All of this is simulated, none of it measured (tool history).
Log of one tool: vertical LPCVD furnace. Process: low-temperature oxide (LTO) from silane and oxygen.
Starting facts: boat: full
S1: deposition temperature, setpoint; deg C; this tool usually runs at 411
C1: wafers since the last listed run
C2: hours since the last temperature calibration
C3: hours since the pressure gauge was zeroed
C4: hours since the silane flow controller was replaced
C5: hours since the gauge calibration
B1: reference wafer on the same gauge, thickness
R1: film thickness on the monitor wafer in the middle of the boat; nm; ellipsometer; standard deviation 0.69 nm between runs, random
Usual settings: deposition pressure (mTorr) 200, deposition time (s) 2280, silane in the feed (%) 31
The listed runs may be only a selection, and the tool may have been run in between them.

Run 1, hour 0: usual settings; C1 0; C2 3432.3; C3 2877.7; C4 3445.9; C5 1276.8; B1 269.24. Result: R1 264.95 nm.
Run 2, hour 50.7: usual settings; C1 1027; C2 3483; C3 2928.4; C4 3496.6; C5 1327.5; B1 269.08. Result: R1 263.46 nm.
Run 3, hour 113.1: usual settings; C1 1264; C2 3545.4; C3 2990.8; C4 3559; C5 1389.9; B1 268.94. Result: R1 264.44 nm.
Run 4, hour 150.8: usual settings; C1 763; C2 3583.1; C3 3028.5; C4 3596.7; C5 1427.6; B1 268.88. Result: R1 263.76 nm.
Run 5, hour 219.7: usual settings; C1 1396; C2 3652; C3 3097.4; C4 3665.6; C5 1496.5; B1 269.22. Result: R1 265.24 nm.
Run 6, hour 325.8: usual settings; C1 2149; C2 3758.1; C3 3203.5; C4 3771.7; C5 1602.6; B1 269.24. Result: R1 265.83 nm.
Run 7, hour 380.4: usual settings; C1 1106; C2 3812.7; C3 3258.1; C4 3826.3; C5 1657.2; B1 269.05. Result: R1 264.69 nm.
Run 8, hour 475: usual settings; C1 1916; C2 3907.3; C3 3352.7; C4 3920.9; C5 1751.8; B1 269.13. Result: R1 265.48 nm.
Run 9, hour 574.7: usual settings but S1 403 deg C, deposition pressure (mTorr) 170; C1 2020; C2 4007; C3 3452.4; C4 4020.6; C5 1851.5; B1 268.94. Result: R1 205.68 nm.
Run 10, hour 655.4: usual settings but S1 403 deg C, deposition pressure (mTorr) 170; C1 1635; C2 4087.7; C3 3533.1; C4 4101.3; C5 1932.2; B1 268.78. Result: R1 206.86 nm.
At hour 726.8: pressure gauge zeroed.
Run 11, hour 727.3: usual settings; C1 970; C2 4159.6; C3 0.5; C4 4173.2; C5 2004.1; B1 268.85. Result: R1 265.59 nm.

Estimate the outcome of run 12 from the log above:
Run 12, hour 759.6: usual settings but deposition pressure (mTorr) 245, silane in the feed (%) 29; C1 654; C2 4191.9; C3 32.8; C4 4205.5; C5 2036.4; B1 ?. Result: R1 ?.

For run 12 the tool returned B1 268.89, R1 295.7 nm.
On a tool with no hidden condition, and with the same random variation, this run would have come out at R1 282.97 nm.
